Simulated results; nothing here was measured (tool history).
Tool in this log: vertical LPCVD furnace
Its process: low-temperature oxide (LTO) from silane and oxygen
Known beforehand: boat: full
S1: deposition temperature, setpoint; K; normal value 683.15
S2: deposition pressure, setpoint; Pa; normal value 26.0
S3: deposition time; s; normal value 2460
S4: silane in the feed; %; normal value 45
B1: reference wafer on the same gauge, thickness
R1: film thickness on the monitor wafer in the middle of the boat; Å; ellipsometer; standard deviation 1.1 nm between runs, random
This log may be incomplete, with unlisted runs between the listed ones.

run     day      S1    S2    S3  S4      B1      R1
  1   0.000  683.15  26.0  2460  45  439.06  4534.0
  2   1.325  683.15  26.0  2460  45  439.09  4513.5
  3   2.704  683.15  26.0  2460  45  439.41  4532.8
  4   4.196  683.15  26.0  1860  45  439.16  3417.1
  5   6.042  683.15  26.0  1860  45  438.89  3441.5
  6   7.658  683.15  26.0  2460  45  439.12  4541.9
     11.454  -- gauge calibrated
  7  16.592  683.15  26.0  2460  45  439.43  4560.5
  8  18.817  683.15  26.0  2460  45  439.00  4582.3
  9  20.604  683.15  20.7  2460  38  439.08  3064.6
     23.821  -- silane flow controller replaced
 10  23.842  678.15  30.7  2820  49  439.20  6317.8
     25.812  -- pressure gauge zeroed
     26.838  -- thermocouples replaced and temperature profile calibrated
 11  26.858  683.15  26.0  2040  45  439.02  3552.2
 12  27.054  683.15  30.0  2460  45  438.84  4961.6
 13  29.975  671.15  22.7  3120  36  439.12  3211.8
 14  31.700  675.15  26.0  2460  45  439.09  3952.0
 15  33.438  683.15  26.0  2460  45  438.96  4306.0
 16  35.583  678.15  30.7  2820  49  438.78  5977.9

Below are 4 alternative next runs, each starting from the tool's condition after run 16. Predict each:
  A  35.767  683.15  26.0  2460  50   ?   ?
  B  35.767  692.15  22.7  2130  45   ?   ?
  C  35.767  690.15  26.0  1530  45   ?   ?
  D  35.767  683.15  30.7  2460  36   ?   ?

run      B1      R1
  A  439.04  4705.3
  B  439.04  3537.4
  C  439.04  2859.0
  D  439.04  3917.9
Stripped of hidden state, with their random variation kept, the same runs would have yielded:
run      R1
  A  4720.7
  B  3550.7
  C  2868.3
  D  3928.8

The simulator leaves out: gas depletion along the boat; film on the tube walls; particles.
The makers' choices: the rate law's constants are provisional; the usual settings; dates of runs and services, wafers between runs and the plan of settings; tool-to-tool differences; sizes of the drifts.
